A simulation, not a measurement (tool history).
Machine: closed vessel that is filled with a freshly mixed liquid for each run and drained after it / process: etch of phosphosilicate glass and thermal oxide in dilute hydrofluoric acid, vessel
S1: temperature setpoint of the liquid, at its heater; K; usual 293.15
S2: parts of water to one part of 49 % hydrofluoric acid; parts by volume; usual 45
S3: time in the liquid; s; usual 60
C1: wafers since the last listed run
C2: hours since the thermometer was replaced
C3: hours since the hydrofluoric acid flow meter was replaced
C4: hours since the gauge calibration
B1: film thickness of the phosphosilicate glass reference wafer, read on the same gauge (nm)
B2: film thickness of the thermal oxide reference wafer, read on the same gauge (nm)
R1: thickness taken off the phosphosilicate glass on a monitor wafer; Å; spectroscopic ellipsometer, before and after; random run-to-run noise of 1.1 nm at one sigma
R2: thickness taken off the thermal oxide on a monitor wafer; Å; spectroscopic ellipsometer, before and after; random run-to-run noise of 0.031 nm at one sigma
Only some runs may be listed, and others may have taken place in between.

run     day      S1  S2  S3     C1      C2      C3      C4      B1      B2      R1     R2
  1       0  293.15  45  35      0   363.9   211.5  3291.4  149.98  129.99   660.8   30.2
  2   2.708  293.15  45  35   4516   428.9   276.5  3356.4     150  130.01   657.5   30.5
  3   6.171  293.15  45  60   5774     512   359.6  3439.5  149.99     130  1140.5   51.3
      8.588  -- gauge calibrated
  4   9.583  290.15  60  95   5691   593.9   441.5    23.9     150  129.99    1164   52.5
  5  12.629  295.65  45  60   5079     667   514.6      97  150.01     130  1237.7     57
  6  14.954  297.15  65  60   3877   722.8   570.4   152.8  150.02     130   880.9   40.3
  7  18.083  293.15  45  60   5218   797.9   645.5   227.9  149.99     130  1110.3   51.3
  8  20.933  293.15  30  60   4753   866.3   713.9   296.3     150     130    1686   78.2
  9    23.3  297.15  45  60   3946   923.1   770.7   353.1  150.04     130  1321.9   60.2
 10  31.992  293.15  30  40  14495  1131.7   979.3   561.7     150     130  1118.7   51.6
 11  35.529  293.15  45  60   5899  1216.6  1064.2   646.6  150.02  129.99  1081.7   50.3
 12  38.662  295.65  35  30   5225  1291.8  1139.4   721.8  150.01     130     778   36.1
 13  42.458  293.15  45  60   6330  1382.9  1230.5   812.9  149.99     130  1077.3   49.8
 14  44.508  291.65  65  40   3418  1432.1  1279.7   862.1  149.99  129.98   458.1     21
 15  46.462  291.65  55  30   3259    1479  1326.6     909     150  129.99   412.2   18.6
 16  50.104  293.15  45  60   6073  1566.4    1414   996.4     150  130.01  1080.7   48.8
 17  54.208  290.15  45  40   6844  1664.9  1512.5  1094.9  150.01  130.02   627.7   28.7
 18  56.338  293.15  45  75   3550    1716  1563.6    1146  150.01  130.01  1340.3   61.5
 19  58.967  293.15  40  60   4384  1779.1  1626.7  1209.1  149.96  129.99  1187.3   54.5
 20  61.871  293.15  50  60   4843  1848.8  1696.4  1278.8     150  130.02   947.3   42.9
 21  66.083  293.15  45  40   7025  1949.9  1797.5  1379.9     150     130   700.8   31.9
     67.379  -- thermometer replaced
 22  69.862  295.65  35  75   6233    59.6  1888.2  1470.6  149.98     130    1909   87.4
 23  73.925  295.15  55  60   6775   157.1  1985.7  1568.1  149.98     130   912.6   41.9
 24  78.183  293.15  25  60   7101   259.3  2087.9  1670.3     150  129.98  1946.5   88.5
 25    82.3  295.15  30  90   6865   358.1  2186.7  1769.1  149.98  129.99  2561.4  117.2

Measured result minus the same run's result without the hidden state. Both carry the same run-to-run variation, though not necessarily the same gauge scatter:
Unlogged tool condition in this case: liquid hotter than its thermometer reads (K); hydrofluoric acid flow below the setpoint (%); gauge reads high (%).
run      R1    R2
  1   -15.6  -0.8
  2   -17.6  -0.9
  3   -34.8  -1.5
  4   -40.2  -1.8
  5   -46.7  -2.1
  6   -36.4  -1.7
  7   -48.4  -2.2
  8   -77.6  -3.6
  9   -65.9    -3
 10   -65.4    -3
 11   -68.9  -3.2
 12   -51.9  -2.4
 13   -77.2  -3.6
 14   -34.7  -1.6
 15   -31.9  -1.5
 16   -87.4    -4
 17   -53.7  -2.5
 18  -118.6  -5.4
 19  -108.1    -5
 20   -90.8  -4.1
 21   -70.5  -3.2
 22  -199.3  -9.2
 23  -102.3  -4.7
 24  -219.6   -10
 25  -305.4   -14

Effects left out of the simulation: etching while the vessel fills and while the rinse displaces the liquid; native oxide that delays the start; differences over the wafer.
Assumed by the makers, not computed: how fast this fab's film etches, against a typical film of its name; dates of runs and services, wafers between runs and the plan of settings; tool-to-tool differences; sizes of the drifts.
